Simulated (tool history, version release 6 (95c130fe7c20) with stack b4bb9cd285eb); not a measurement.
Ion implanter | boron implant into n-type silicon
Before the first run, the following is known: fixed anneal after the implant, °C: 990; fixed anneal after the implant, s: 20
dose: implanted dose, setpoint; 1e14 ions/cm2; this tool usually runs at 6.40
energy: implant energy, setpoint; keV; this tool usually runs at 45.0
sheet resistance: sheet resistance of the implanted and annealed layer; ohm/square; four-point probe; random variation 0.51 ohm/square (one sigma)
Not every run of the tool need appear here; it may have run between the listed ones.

run,hour,dose,energy,wafers since the last listed run,hours since the last dose calibration,hours since the extraction supply was calibrated,hours since the gauge calibration,"read-back reference wafer on the same gauge, sheet resistance",sheet resistance
1,0.0,5.97,45.0,0,711.7,3589.8,104.9,132.03,157.94
2,9.4,5.97,45.0,365,721.1,3599.2,114.3,132.04,159.78
3,25.6,6.40,45.0,630,737.3,3615.4,130.5,131.99,149.03
4,41.0,7.88,45.0,599,752.7,3630.8,145.9,131.85,126.50
5,52.9,7.88,45.0,463,764.6,3642.7,157.8,132.00,126.03
6,59.2,7.88,45.0,245,770.9,3649.0,164.1,132.00,126.60
7,71.0,6.40,45.0,459,782.7,3660.8,175.9,132.02,150.07
8,88.2,6.40,45.0,669,799.9,3678.0,193.1,131.89,148.51
9,100.1,6.40,45.0,463,811.8,3689.9,205.0,131.92,148.94
10,116.4,6.40,45.0,634,828.1,3706.2,221.3,131.98,148.97
11,134.2,6.40,45.0,692,845.9,3724.0,239.1,132.03,149.17
12,143.1,6.40,45.0,346,854.8,3732.9,248.0,131.84,149.28
# hour 159.2: Faraday cup replaced and dose calibrated
13,194.7,5.05,36.5,1697,35.5,3784.5,299.6,131.93,191.38
# hour 210.6: extraction supply calibrated
14,211.1,7.87,31.0,326,51.9,0.5,316.0,131.82,134.06
15,223.0,7.88,45.0,463,63.8,12.4,327.9,131.99,131.18
# hour 246.8: gauge calibrated
16,248.2,5.92,58.0,980,89.0,37.6,1.4,132.02,163.32
17,262.2,7.76,53.5,544,103.0,51.6,15.4,131.95,132.80
18,277.7,7.83,51.0,603,118.5,67.1,30.9,132.12,131.01
19,285.8,6.40,57.0,315,126.6,75.2,39.0,132.07,154.05
20,293.8,6.40,45.0,311,134.6,83.2,47.0,131.99,154.88
21,311.3,7.48,32.0,681,152.1,100.7,64.5,132.01,139.63
22,326.2,6.40,33.5,579,167.0,115.6,79.4,132.13,157.53
23,337.2,7.08,40.0,428,178.0,126.6,90.4,132.16,143.28
24,346.1,7.96,31.5,346,186.9,135.5,99.3,132.05,131.97

Forecast each of these 5 alternatives for the next run:
A,346.5,7.09,45.0,15,187.3,135.9,99.7,?,?
B,346.5,6.40,53.0,15,187.3,135.9,99.7,?,?
C,346.5,7.21,37.0,15,187.3,135.9,99.7,?,?
D,346.5,7.89,50.5,15,187.3,135.9,99.7,?,?
E,346.5,4.61,40.5,15,187.3,135.9,99.7,?,?

run,"read-back reference wafer on the same gauge, sheet resistance",sheet resistance
A,131.96,141.84
B,131.96,152.84
C,131.96,141.27
D,131.96,129.69
E,131.96,201.12
The same runs, with their run-to-run variation unchanged, on a tool lacking any hidden condition would have given:
run,sheet resistance
A,143.19
B,154.27
C,142.64
D,130.92
E,202.99
